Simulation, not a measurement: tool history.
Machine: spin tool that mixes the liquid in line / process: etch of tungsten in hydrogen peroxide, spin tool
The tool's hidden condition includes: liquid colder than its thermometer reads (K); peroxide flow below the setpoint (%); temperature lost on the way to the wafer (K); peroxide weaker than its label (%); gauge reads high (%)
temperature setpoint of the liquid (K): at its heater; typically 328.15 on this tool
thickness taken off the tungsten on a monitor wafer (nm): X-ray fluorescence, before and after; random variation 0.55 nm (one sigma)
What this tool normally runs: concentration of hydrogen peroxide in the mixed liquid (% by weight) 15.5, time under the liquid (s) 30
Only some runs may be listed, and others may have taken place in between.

run    hour  temperature setpoint of the liquid (K)  concentration of hydrogen peroxide in the mixed liquid (% by weight)  time under the liquid (s)  wafers since the last listed run  hours since the thermometer was replaced  hours since the peroxide flow meter was replaced  hours since the heated supply line was repaired  hours since the drum of peroxide was connected  hours since the gauge calibration  read-back film thickness of the tungsten reference wafer, read on the same gauge (nm)  thickness taken off the tungsten on a monitor wafer (nm)
  1       0                                  328.15                                                                  15.5                         40                                 0                                    2052.4                                             672.4                                           2596.6                                           292.6                              381.7                                                                                 120.02                                                     96.79
  2      79                                  328.15                                                                  15.5                         30                              1260                                    2131.4                                             751.4                                           2675.6                                           371.6                              460.7                                                                                 120.01                                                     74.01
  3   164.2                                  328.15                                                                  15.5                         30                              1359                                    2216.6                                             836.6                                           2760.8                                           456.8                              545.9                                                                                    120                                                     73.63
  4     215                                  328.15                                                                  15.5                         30                               810                                    2267.4                                             887.4                                           2811.6                                           507.6                              596.7                                                                                    120                                                     74.06
  5   290.3                                  328.15                                                                  15.5                         30                              1201                                    2342.7                                             962.7                                           2886.9                                           582.9                                672                                                                                 119.97                                                     73.59
  6   341.7                                  328.15                                                                  15.5                         30                               820                                    2394.1                                            1014.1                                           2938.3                                           634.3                              723.4                                                                                 119.98                                                     74.34
  7   419.5                                  328.15                                                                  15.5                         15                              1241                                    2471.9                                            1091.9                                           3016.1                                           712.1                              801.2                                                                                 119.98                                                     36.58
  8   484.7                                  328.15                                                                  15.5                         15                              1040                                    2537.1                                            1157.1                                           3081.3                                           777.3                              866.4                                                                                 120.01                                                     37.28
      504.2  -- thermometer replaced
  9   521.8                                  328.15                                                                  15.5                         15                               576                                      17.6                                            1194.2                                           3118.4                                           814.4                              903.5                                                                                 120.01                                                     37.13
 10     614                                  328.15                                                                  15.5                         30                              1471                                     109.8                                            1286.4                                           3210.6                                           906.6                              995.7                                                                                 119.96                                                     72.96
 11   694.8                                  328.15                                                                  15.5                         30                              1289                                     190.6                                            1367.2                                           3291.4                                           987.4                             1076.5                                                                                    120                                                     74.43
 12   771.4                                  335.65                                                                    14                         20                              1222                                     267.2                                            1443.8                                             3368                                            1064                             1153.1                                                                                 120.02                                                     72.02
 13   870.6                                  333.65                                                                  17.5                         30                              1583                                     366.4                                              1543                                           3467.2                                          1163.2                             1252.3                                                                                 120.02                                                    108.46
      880.4  -- new drum of peroxide connected
        922  -- peroxide flow meter replaced
 14   959.6                                  328.15                                                                  15.5                         20                              1388                                     455.4                                              37.6                                           3556.2                                            79.2                             1341.3                                                                                 120.01                                                     49.12
 15   997.8                                  328.15                                                                  15.5                         30                               609                                     493.6                                              75.8                                           3594.4                                           117.4                             1379.5                                                                                 120.01                                                     74.41
 16  1045.3                                  328.15                                                                    18                         30                               758                                     541.1                                             123.3                                           3641.9                                           164.9                               1427                                                                                 120.03                                                     80.51
     1067.5  -- heated supply line repaired
     1072.5  -- gauge calibrated
 17    1145                                  328.15                                                                    17                         30                              1575                                     640.8                                               223                                             77.5                                           264.6                               72.5                                                                                 120.02                                                     76.86
 18  1252.7                                  332.15                                                                  15.5                         50                              1719                                     748.5                                             330.7                                            185.2                                           372.3                              180.2                                                                                 119.98                                                    154.67
 19  1319.8                                  328.15                                                                  15.5                         15                              1071                                     815.6                                             397.8                                            252.3                                           439.4                              247.3                                                                                    120                                                     36.86
 20  1370.4                                  324.15                                                                  15.5                         30                               807                                     866.2                                             448.4                                            302.9                                             490                              297.9                                                                                 120.01                                                     59.05
 21  1446.6                                  318.65                                                                  15.5                         30                              1216                                     942.4                                             524.6                                            379.1                                           566.2                              374.1                                                                                 119.98                                                     41.24
 22    1527                                  320.65                                                                    20                         15                              1283                                    1022.8                                               605                                            459.5                                           646.6                              454.5                                                                                 119.99                                                     26.24
 23  1615.2                                  328.15                                                                  15.5                         30                              1407                                      1111                                             693.2                                            547.7                                           734.8                              542.7                                                                                 119.97                                                      73.6
 24  1695.2                                  321.15                                                                    17                         50                              1276                                      1191                                             773.2                                            627.7                                           814.8                              622.7                                                                                    120                                                     85.88
 25  1800.4                                  330.65                                                                  17.5                         20                              1679                                    1296.2                                             878.4                                            732.9                                             920                              727.9                                                                                 119.97                                                     59.72

Consider 5 possible next runs. They are alternatives, not a sequence: every one starts from the tool as it was left by run 25. What does each give?
  A  1800.8                                  328.15                                                                  18.5                         30                                 6                                    1296.6                                             878.8                                            733.3                                           920.4                              728.3                                                                                      ?                                                         ?
  B  1800.8                                  336.65                                                                  15.5                         45                                 6                                    1296.6                                             878.8                                            733.3                                           920.4                              728.3                                                                                      ?                                                         ?
  C  1800.8                                  325.15                                                                  15.5                         15                                 6                                    1296.6                                             878.8                                            733.3                                           920.4                              728.3                                                                                      ?                                                         ?
  D  1800.8                                  325.15                                                                  15.5                         30                                 6                                    1296.6                                             878.8                                            733.3                                           920.4                              728.3                                                                                      ?                                                         ?
  E  1800.8                                  328.15                                                                  18.5                         15                                 6                                    1296.6                                             878.8                                            733.3                                           920.4                              728.3                                                                                      ?                                                         ?

run  read-back film thickness of the tungsten reference wafer, read on the same gauge (nm)  thickness taken off the tungsten on a monitor wafer (nm)
  A                                                                                 119.99                                                     80.73
  B                                                                                 119.99                                                    181.12
  C                                                                                 119.99                                                     30.88
  D                                                                                 119.99                                                     61.75
  E                                                                                 119.99                                                     40.36
What these runs would have given with no unlogged condition in the tool:
run  thickness taken off the tungsten on a monitor wafer (nm)
  A                                                     80.73
  B                                                    181.12
  C                                                     30.88
  D                                                     61.75
  E                                                     40.36

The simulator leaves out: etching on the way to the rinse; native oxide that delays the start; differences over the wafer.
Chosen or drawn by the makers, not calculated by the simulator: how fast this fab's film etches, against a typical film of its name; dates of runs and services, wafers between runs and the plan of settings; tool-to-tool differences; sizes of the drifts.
